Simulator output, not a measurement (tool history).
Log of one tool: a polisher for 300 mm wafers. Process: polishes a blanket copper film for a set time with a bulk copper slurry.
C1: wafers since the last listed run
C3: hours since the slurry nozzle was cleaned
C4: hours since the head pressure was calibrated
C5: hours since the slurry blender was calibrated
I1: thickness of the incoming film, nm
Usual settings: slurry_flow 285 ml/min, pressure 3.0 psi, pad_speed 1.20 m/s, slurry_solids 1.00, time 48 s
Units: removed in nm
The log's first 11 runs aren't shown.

{"hour": 147.8, "done": "slurry nozzle cleaned"}
{"run": 12, "hour": 161.2, "slurry_flow": 285, "pressure": 3.0, "pad_speed": 1.2, "slurry_solids": 1.25, "time": 48, "C1": 210, "wafers polished on this pad": 519, "C3": 13.4, "C4": 79.8, "C5": 93.8, "I1": 4769.0, "removed": 517.7}
{"run": 13, "hour": 174.2, "slurry_flow": 285, "pressure": 3.0, "pad_speed": 1.2, "slurry_solids": 0.85, "time": 48, "C1": 195, "wafers polished on this pad": 714, "C3": 26.4, "C4": 92.8, "C5": 106.8, "I1": 4734.3, "removed": 452.2}
{"run": 14, "hour": 191.6, "slurry_flow": 285, "pressure": 3.0, "pad_speed": 1.2, "slurry_solids": 1.0, "time": 48, "C1": 261, "wafers polished on this pad": 975, "C3": 43.8, "C4": 110.2, "C5": 124.2, "I1": 4650.1, "removed": 471.1}
{"run": 15, "hour": 206.1, "slurry_flow": 225, "pressure": 2.0, "pad_speed": 1.2, "slurry_solids": 1.0, "time": 61, "C1": 217, "wafers polished on this pad": 1193, "C3": 58.3, "C4": 124.7, "C5": 138.7, "I1": 4742.4, "removed": 406.3}
{"hour": 218.9, "done": "worn pad replaced by a new one"}
{"hour": 230.9, "done": "slurry blender recalibrated"}
{"run": 16, "hour": 247.4, "slurry_flow": 230, "pressure": 3.0, "pad_speed": 1.5, "slurry_solids": 1.0, "time": 59, "C1": 529, "wafers polished on this pad": 398, "C3": 99.6, "C4": 166.0, "C5": 16.5, "I1": 4684.2, "removed": 720.3}
{"run": 17, "hour": 257.4, "slurry_flow": 285, "pressure": 2.6, "pad_speed": 1.2, "slurry_solids": 1.15, "time": 48, "C1": 150, "wafers polished on this pad": 548, "C3": 109.6, "C4": 176.0, "C5": 26.5, "I1": 4683.3, "removed": 435.6}
{"run": 18, "hour": 267.3, "slurry_flow": 285, "pressure": 3.0, "pad_speed": 1.2, "slurry_solids": 1.0, "time": 48, "C1": 148, "wafers polished on this pad": 697, "C3": 119.5, "C4": 185.9, "C5": 36.4, "I1": 4671.0, "removed": 482.0}
{"run": 19, "hour": 279.0, "slurry_flow": 285, "pressure": 3.0, "pad_speed": 0.84, "slurry_solids": 1.15, "time": 48, "C1": 175, "wafers polished on this pad": 872, "C3": 131.2, "C4": 197.6, "C5": 48.1, "I1": 4746.9, "removed": 347.1}
{"run": 20, "hour": 290.5, "slurry_flow": 200, "pressure": 2.1, "pad_speed": 1.2, "slurry_solids": 1.1, "time": 64, "C1": 172, "wafers polished on this pad": 1045, "C3": 142.7, "C4": 209.1, "C5": 59.6, "I1": 4670.5, "removed": 456.1}
{"run": 21, "hour": 306.0, "slurry_flow": 230, "pressure": 2.6, "pad_speed": 0.86, "slurry_solids": 1.0, "time": 48, "C1": 232, "wafers polished on this pad": 1277, "C3": 158.2, "C4": 224.6, "C5": 75.1, "I1": 4810.3, "removed": 293.8}
{"run": 22, "hour": 319.8, "slurry_flow": 285, "pressure": 3.0, "pad_speed": 1.2, "slurry_solids": 1.0, "time": 48, "C1": 207, "wafers polished on this pad": 1484, "C3": 172.0, "C4": 238.4, "C5": 88.9, "I1": 4679.4, "removed": 471.8}
{"hour": 330.0, "done": "worn pad replaced by a new one"}
{"run": 23, "hour": 330.3, "slurry_flow": 205, "pressure": 3.0, "pad_speed": 1.2, "slurry_solids": 0.8, "time": 48, "C1": 97, "wafers polished on this pad": 5, "C3": 182.5, "C4": 248.9, "C5": 99.4, "I1": 4783.8, "removed": 422.7}
{"run": 24, "hour": 369.9, "slurry_flow": 200, "pressure": 3.9, "pad_speed": 1.2, "slurry_solids": 1.0, "time": 48, "C1": 594, "wafers polished on this pad": 599, "C3": 222.1, "C4": 288.5, "C5": 139.0, "I1": 4730.3, "removed": 604.4}
{"run": 25, "hour": 379.4, "slurry_flow": 350, "pressure": 3.0, "pad_speed": 0.96, "slurry_solids": 0.9, "time": 31, "C1": 142, "wafers polished on this pad": 742, "C3": 231.6, "C4": 298.0, "C5": 148.5, "I1": 4756.7, "removed": 235.7}
{"run": 26, "hour": 387.3, "slurry_flow": 285, "pressure": 3.0, "pad_speed": 1.2, "slurry_solids": 1.25, "time": 31, "C1": 118, "wafers polished on this pad": 860, "C3": 239.5, "C4": 305.9, "C5": 156.4, "I1": 4689.0, "removed": 328.1}
{"hour": 396.2, "done": "slurry blender recalibrated"}
{"run": 27, "hour": 396.7, "slurry_flow": 225, "pressure": 3.8, "pad_speed": 1.2, "slurry_solids": 1.0, "time": 35, "C1": 111, "wafers polished on this pad": 971, "C3": 248.9, "C4": 315.3, "C5": 0.5, "I1": 4743.3, "removed": 432.1}

Forecast run 28:
{"run": 28, "hour": 407.1, "slurry_flow": 220, "pressure": 3.0, "pad_speed": 1.2, "slurry_solids": 1.1, "time": 48, "C1": 156, "wafers polished on this pad": 1127, "C3": 259.3, "C4": 325.7, "C5": 10.9, "I1": 4676.3, "removed": "?"}

removed: 487.7 nm
Without the tool's hidden state the same run would have given removed 487.7 nm.
